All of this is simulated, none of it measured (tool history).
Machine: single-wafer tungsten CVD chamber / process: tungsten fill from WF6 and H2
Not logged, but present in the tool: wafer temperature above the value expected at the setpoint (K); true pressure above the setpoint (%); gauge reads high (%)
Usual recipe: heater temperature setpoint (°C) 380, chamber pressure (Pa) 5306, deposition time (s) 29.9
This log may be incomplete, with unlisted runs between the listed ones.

run,hour,heater temperature setpoint (°C),chamber pressure (Pa),deposition time (s),wafers since the last listed run,hours since the last thermocouple change,hours since the last manometer calibration,hours since the showerhead was replaced,hours since the gauge calibration,"read-back reference wafer on the same gauge, thickness_nm",mean film thickness on the monitor wafer (nm)
1,0.0,380,5306,29.9,0,2278.2,1743.0,5237.5,50.3,71.759,67.433
2,14.9,380,5306,29.9,338,2293.1,1757.9,5252.4,65.2,71.800,67.374
3,32.5,380,5306,29.9,399,2310.7,1775.5,5270.0,82.8,71.814,67.136
4,49.4,380,5306,29.9,384,2327.6,1792.4,5286.9,99.7,71.819,67.395
5,61.4,380,5306,34.2,272,2339.6,1804.4,5298.9,111.7,71.785,77.001
6,70.2,380,5306,34.2,199,2348.4,1813.2,5307.7,120.5,71.787,76.992
7,84.4,384,5306,29.9,322,2362.6,1827.4,5321.9,134.7,71.770,72.080
8,101.0,380,5306,29.9,377,2379.2,1844.0,5338.5,151.3,71.771,67.262
9,128.2,380,5306,31.1,618,2406.4,1871.2,5365.7,178.5,71.816,69.842
10,136.2,380,5306,31.1,181,2414.4,1879.2,5373.7,186.5,71.852,69.717
11,151.0,380,5306,31.1,336,2429.2,1894.0,5388.5,201.3,71.790,69.789
12,165.7,380,4253,29.9,334,2443.9,1908.7,5403.2,216.0,71.809,63.799
13,180.0,373,4040,31.6,324,2458.2,1923.0,5417.5,230.3,71.791,58.588
14,195.1,380,5306,29.9,343,2473.3,1938.1,5432.6,245.4,71.781,66.947
# hour 215.2: capacitance manometer re-zeroed and calibrated
15,215.7,380,4133,29.9,286,2493.9,0.5,5453.2,266.0,71.779,64.607
16,220.1,380,5306,29.9,99,2498.3,4.9,5457.6,270.4,71.761,68.346
# hour 239.8: thermocouple changed; heater temperature recalibrated
17,240.3,385,6146,35.5,277,0.5,25.1,5477.8,290.6,71.855,95.970
18,249.5,380,5306,29.9,209,9.7,34.3,5487.0,299.8,71.807,71.202
# hour 251.4: gauge calibrated
19,267.5,390,4893,25.8,409,27.7,52.3,5505.0,16.1,71.778,71.541
# hour 280.8: showerhead replaced
20,281.3,385,4346,32.4,131,41.5,66.1,0.5,29.9,71.857,80.607

Predict the results of run 21:
21,290.1,380,6573,29.9,199,50.3,74.9,9.3,38.7,?,?

read-back reference wafer on the same gauge, thickness_nm: 71.771
mean film thickness on the monitor wafer (nm): 75.063
Minus the tool's unlogged condition, the same run would have read mean film thickness on the monitor wafer (nm) 75.526.
